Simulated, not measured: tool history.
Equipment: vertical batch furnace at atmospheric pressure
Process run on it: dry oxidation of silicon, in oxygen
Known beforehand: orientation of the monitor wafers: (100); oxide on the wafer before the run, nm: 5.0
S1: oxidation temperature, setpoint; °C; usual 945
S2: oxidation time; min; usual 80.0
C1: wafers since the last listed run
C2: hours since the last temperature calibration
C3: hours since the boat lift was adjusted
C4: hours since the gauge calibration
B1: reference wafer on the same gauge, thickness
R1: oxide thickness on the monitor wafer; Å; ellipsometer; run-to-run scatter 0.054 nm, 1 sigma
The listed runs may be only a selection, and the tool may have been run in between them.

run 1 hour=0.0 | S1=945 S2=80.0 | C1=0 C2=4473.1 C3=3549.9 C4=109.5 | B1=29.19 | R1=347.1
run 2 hour=21.0 | S1=939 S2=80.0 | C1=312 C2=4494.1 C3=3570.9 C4=130.5 | B1=29.20 | R1=328.0
run 3 hour=52.2 | S1=939 S2=80.0 | C1=464 C2=4525.3 C3=3602.1 C4=161.7 | B1=29.22 | R1=327.5
run 4 hour=71.7 | S1=939 S2=80.0 | C1=290 C2=4544.8 C3=3621.6 C4=181.2 | B1=29.20 | R1=327.5
run 5 hour=93.8 | S1=945 S2=80.0 | C1=328 C2=4566.9 C3=3643.7 C4=203.3 | B1=29.19 | R1=345.6
run 6 hour=108.4 | S1=945 S2=80.0 | C1=217 C2=4581.5 C3=3658.3 C4=217.9 | B1=29.23 | R1=347.6
run 7 hour=141.5 | S1=945 S2=80.0 | C1=492 C2=4614.6 C3=3691.4 C4=251.0 | B1=29.20 | R1=346.8
run 8 hour=173.7 | S1=945 S2=107.0 | C1=479 C2=4646.8 C3=3723.6 C4=283.2 | B1=29.21 | R1=421.4
run 9 hour=206.2 | S1=962 S2=106.0 | C1=483 C2=4679.3 C3=3756.1 C4=315.7 | B1=29.19 | R1=493.2
-- hour=262.4 boat lift adjusted
run 10 hour=262.9 | S1=931 S2=104.5 | C1=486 C2=4736.0 C3=0.5 C4=372.4 | B1=29.18 | R1=376.3
run 11 hour=271.9 | S1=945 S2=115.5 | C1=133 C2=4745.0 C3=9.5 C4=381.4 | B1=29.17 | R1=465.4
-- hour=292.5 gauge calibrated
-- hour=319.2 thermocouples replaced and temperature profile calibrated
run 12 hour=319.7 | S1=967 S2=100.5 | C1=354 C2=0.5 C3=57.3 C4=27.2 | B1=29.20 | R1=513.5
run 13 hour=327.3 | S1=928 S2=43.0 | C1=113 C2=8.1 C3=64.9 C4=34.8 | B1=29.21 | R1=211.3
run 14 hour=362.6 | S1=945 S2=80.0 | C1=525 C2=43.4 C3=100.2 C4=70.1 | B1=29.22 | R1=363.0
run 15 hour=409.1 | S1=952 S2=113.0 | C1=691 C2=89.9 C3=146.7 C4=116.6 | B1=29.21 | R1=490.3

4 ways to go on from here, each from the tool as it stands after run 15. What would each give?
run A hour=414.3 | S1=922 S2=80.0 | C1=77 C2=95.1 C3=151.9 C4=121.8 | B1=? | R1=?
run B hour=414.3 | S1=924 S2=93.5 | C1=77 C2=95.1 C3=151.9 C4=121.8 | B1=? | R1=?
run C hour=414.3 | S1=923 S2=55.0 | C1=77 C2=95.1 C3=151.9 C4=121.8 | B1=? | R1=?
run D hour=414.3 | S1=957 S2=92.5 | C1=77 C2=95.1 C3=151.9 C4=121.8 | B1=? | R1=?

run=A B1=29.20 R1=290.2
run=B B1=29.20 R1=326.4
run=C B1=29.20 R1=233.1
run=D B1=29.20 R1=447.1
The same runs, with their run-to-run variation unchanged, on a tool lacking any hidden condition would have given:
run=A R1=290.7
run=B R1=327.0
run=C R1=233.5
run=D R1=447.9
